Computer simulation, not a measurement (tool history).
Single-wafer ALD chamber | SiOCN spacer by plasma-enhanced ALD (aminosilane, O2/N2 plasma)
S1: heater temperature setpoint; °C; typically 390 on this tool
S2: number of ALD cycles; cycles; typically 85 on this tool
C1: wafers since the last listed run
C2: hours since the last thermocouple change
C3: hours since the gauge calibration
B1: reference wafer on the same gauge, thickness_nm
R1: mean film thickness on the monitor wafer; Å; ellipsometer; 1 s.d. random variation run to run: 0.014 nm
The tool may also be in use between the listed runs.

run 1 day=0 | S1=390 S2=85 | C1=0 C2=1954.1 C3=453.4 | B1=5.408 | R1=55.47
run 2 day=2.496 | S1=390 S2=85 | C1=227 C2=2014 C3=513.3 | B1=5.408 | R1=54.91
run 3 day=5.225 | S1=390 S2=85 | C1=248 C2=2079.5 C3=578.8 | B1=5.411 | R1=55.16
run 4 day=7.412 | S1=382 S2=85 | C1=199 C2=2132 C3=631.3 | B1=5.402 | R1=55.01
run 5 day=9.454 | S1=382 S2=85 | C1=185 C2=2181 C3=680.3 | B1=5.408 | R1=55.14
run 6 day=11.546 | S1=382 S2=85 | C1=190 C2=2231.2 C3=730.5 | B1=5.416 | R1=55.25
run 7 day=14.108 | S1=390 S2=85 | C1=233 C2=2292.7 C3=792 | B1=5.409 | R1=55.25
run 8 day=16.521 | S1=390 S2=85 | C1=219 C2=2350.6 C3=849.9 | B1=5.415 | R1=55.38
run 9 day=19.512 | S1=390 S2=85 | C1=272 C2=2422.4 C3=921.7 | B1=5.411 | R1=55.27
run 10 day=22.492 | S1=390 S2=85 | C1=271 C2=2493.9 C3=993.2 | B1=5.415 | R1=55.53
run 11 day=23.65 | S1=390 S2=85 | C1=105 C2=2521.7 C3=1021 | B1=5.404 | R1=55.16
run 12 day=25.696 | S1=390 S2=85 | C1=186 C2=2570.8 C3=1070.1 | B1=5.405 | R1=55.22
run 13 day=28.117 | S1=390 S2=85 | C1=220 C2=2628.9 C3=1128.2 | B1=5.416 | R1=55.43
-- day=28.771 gauge calibrated
run 14 day=30.917 | S1=395 S2=85 | C1=254 C2=2696.1 C3=51.5 | B1=5.411 | R1=55.43
run 15 day=32.742 | S1=395 S2=85 | C1=166 C2=2739.9 C3=95.3 | B1=5.402 | R1=55.14
run 16 day=35.633 | S1=395 S2=85 | C1=263 C2=2809.3 C3=164.7 | B1=5.411 | R1=55.25
run 17 day=36.821 | S1=390 S2=85 | C1=108 C2=2837.8 C3=193.2 | B1=5.408 | R1=55.22
run 18 day=38.65 | S1=390 S2=85 | C1=166 C2=2881.7 C3=237.1 | B1=5.412 | R1=55.22
run 19 day=40.392 | S1=390 S2=85 | C1=158 C2=2923.5 C3=278.9 | B1=5.407 | R1=55.24
-- day=41.292 thermocouple changed; heater temperature recalibrated
run 20 day=42.383 | S1=390 S2=85 | C1=151 C2=26.2 C3=326.7 | B1=5.406 | R1=55.51
run 21 day=44.046 | S1=390 S2=85 | C1=151 C2=66.1 C3=366.6 | B1=5.405 | R1=55.14
run 22 day=46.65 | S1=385 S2=85 | C1=237 C2=128.6 C3=429.1 | B1=5.415 | R1=55.13
run 23 day=47.875 | S1=394 S2=99 | C1=111 C2=158 C3=458.5 | B1=5.407 | R1=64.13
run 24 day=48.988 | S1=390 S2=85 | C1=101 C2=184.7 C3=485.2 | B1=5.408 | R1=55.34
run 25 day=51.612 | S1=382 S2=101 | C1=239 C2=247.7 C3=548.2 | B1=5.409 | R1=65.68
run 26 day=53.846 | S1=378 S2=95 | C1=203 C2=301.3 C3=601.8 | B1=5.405 | R1=61.41
run 27 day=55.883 | S1=394 S2=73 | C1=185 C2=350.2 C3=650.7 | B1=5.413 | R1=47.49
run 28 day=57.383 | S1=390 S2=85 | C1=136 C2=386.2 C3=686.7 | B1=5.417 | R1=55.05
run 29 day=58.388 | S1=390 S2=85 | C1=91 C2=410.3 C3=710.8 | B1=5.409 | R1=55.18
run 30 day=59.858 | S1=397 S2=93 | C1=133 C2=445.6 C3=746.1 | B1=5.41 | R1=60.47
run 31 day=61.233 | S1=394 S2=81 | C1=125 C2=478.6 C3=779.1 | B1=5.414 | R1=52.7
run 32 day=62.588 | S1=400 S2=92 | C1=123 C2=511.1 C3=811.6 | B1=5.414 | R1=59.71
run 33 day=64.304 | S1=394 S2=100 | C1=156 C2=552.3 C3=852.8 | B1=5.416 | R1=64.95
run 34 day=67.038 | S1=403 S2=74 | C1=248 C2=617.9 C3=918.4 | B1=5.413 | R1=47.71
run 35 day=68.7 | S1=375 S2=85 | C1=151 C2=657.8 C3=958.3 | B1=5.411 | R1=55.35
run 36 day=71.1 | S1=382 S2=90 | C1=218 C2=715.4 C3=1015.9 | B1=5.414 | R1=58.23
run 37 day=72.862 | S1=401 S2=85 | C1=160 C2=757.7 C3=1058.2 | B1=5.407 | R1=55.12
run 38 day=73.896 | S1=390 S2=75 | C1=94 C2=782.5 C3=1083 | B1=5.411 | R1=48.51
run 39 day=75.175 | S1=390 S2=85 | C1=116 C2=813.2 C3=1113.7 | B1=5.415 | R1=55.37
run 40 day=76.558 | S1=382 S2=95 | C1=125 C2=846.4 C3=1146.9 | B1=5.414 | R1=61.83
run 41 day=77.729 | S1=382 S2=101 | C1=106 C2=874.5 C3=1175 | B1=5.4 | R1=65.8
run 42 day=80.467 | S1=378 S2=100 | C1=249 C2=940.2 C3=1240.7 | B1=5.409 | R1=64.87
run 43 day=81.883 | S1=390 S2=85 | C1=129 C2=974.2 C3=1274.7 | B1=5.412 | R1=55.46
-- day=87.121 gauge calibrated
run 44 day=87.412 | S1=378 S2=95 | C1=503 C2=1106.9 C3=7 | B1=5.409 | R1=61.77
run 45 day=88.667 | S1=396 S2=79 | C1=114 C2=1137 C3=37.1 | B1=5.407 | R1=51.34

Run-by-run hidden state of the tool:
wafer temperature above the value expected at the setpoint (K): 0 on each run
gauge reads high (%): 0 on each run

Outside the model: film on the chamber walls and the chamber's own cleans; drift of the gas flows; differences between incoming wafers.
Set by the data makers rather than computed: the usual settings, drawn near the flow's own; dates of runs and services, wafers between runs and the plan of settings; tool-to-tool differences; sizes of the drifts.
